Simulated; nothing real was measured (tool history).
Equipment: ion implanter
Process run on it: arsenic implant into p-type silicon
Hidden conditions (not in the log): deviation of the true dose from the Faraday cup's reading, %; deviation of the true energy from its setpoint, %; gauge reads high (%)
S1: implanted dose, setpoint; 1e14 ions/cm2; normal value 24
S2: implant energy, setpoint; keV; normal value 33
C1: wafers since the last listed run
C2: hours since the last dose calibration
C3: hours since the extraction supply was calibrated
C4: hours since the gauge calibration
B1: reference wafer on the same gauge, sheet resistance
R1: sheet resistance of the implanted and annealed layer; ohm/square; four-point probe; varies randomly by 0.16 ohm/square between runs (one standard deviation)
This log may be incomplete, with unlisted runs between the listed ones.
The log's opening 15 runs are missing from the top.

run	hour	S1	S2	C1	C2	C3	C4	B1	R1
16	822.7	29.16	40	733	1550.6	6123.6	855.6	64.61	64.85
17	853.7	18.45	35.5	388	1581.6	6154.6	886.6	64.59	77.04
18	877.7	27.62	40.5	300	1605.6	6178.6	910.6	64.63	65.31
19	939.1	22.2	44.5	769	1667	6240	972	64.59	66.19
# hour 963: extraction supply calibrated
20	965.9	29.01	38.5	235	1693.8	2.9	998.8	64.61	65.85
21	1031.2	29.82	27	818	1759.1	68.2	1064.1	64.6	77.86
22	1056.2	28.86	33	313	1784.1	93.2	1089.1	64.6	71.33
23	1094.7	24	33	482	1822.6	131.7	1127.6	64.62	73.82
# hour 1122.2: Faraday cup replaced and dose calibrated
24	1134.2	26.27	38	394	12	171.2	1167.1	64.61	68.15
25	1201	27.78	33	837	78.8	238	1233.9	64.58	72.24
26	1248.6	29.71	38	596	126.4	285.6	1281.5	64.56	66.36
# hour 1266.9: gauge calibrated
27	1306	24	33	719	183.8	343	39.1	64.61	74.38
28	1337.5	18.83	42	394	215.3	374.5	70.6	64.61	72.54
29	1405.2	27.72	28.5	848	283	442.2	138.3	64.6	77.22
30	1448.4	24	41	541	326.2	485.4	181.5	64.58	67.28
31	1514.5	24	33	828	392.3	551.5	247.6	64.6	74.35
32	1549.5	29.03	29.5	438	427.3	586.5	282.6	64.6	75.51
33	1609.4	28.25	33	750	487.2	646.4	342.5	64.62	71.82
34	1667.9	24	26.5	733	545.7	704.9	401	64.6	81.87
35	1694.4	30.2	38.5	332	572.2	731.4	427.5	64.62	65.7
36	1732.7	26.85	28.5	480	610.5	769.7	465.8	64.63	77.36
37	1766.2	24	24.5	419	644	803.2	499.3	64.59	84.67
38	1815.7	24	33	620	693.5	852.7	548.8	64.59	74.33

Predict each of these 3 candidate next runs independently; none follows another, all start after run 38:
A	1816.1	24	33	5	693.9	853.1	549.2	?	?
B	1816.1	24	43.5	5	693.9	853.1	549.2	?	?
C	1816.1	18.19	22	5	693.9	853.1	549.2	?	?

run	B1	R1
A	64.61	74.11
B	64.61	65.56
C	64.61	92.96
Take away the tool's hidden state, keep each run's random variation, and the runs would have read:
run	R1
A	74.23
B	65.7
C	93.13
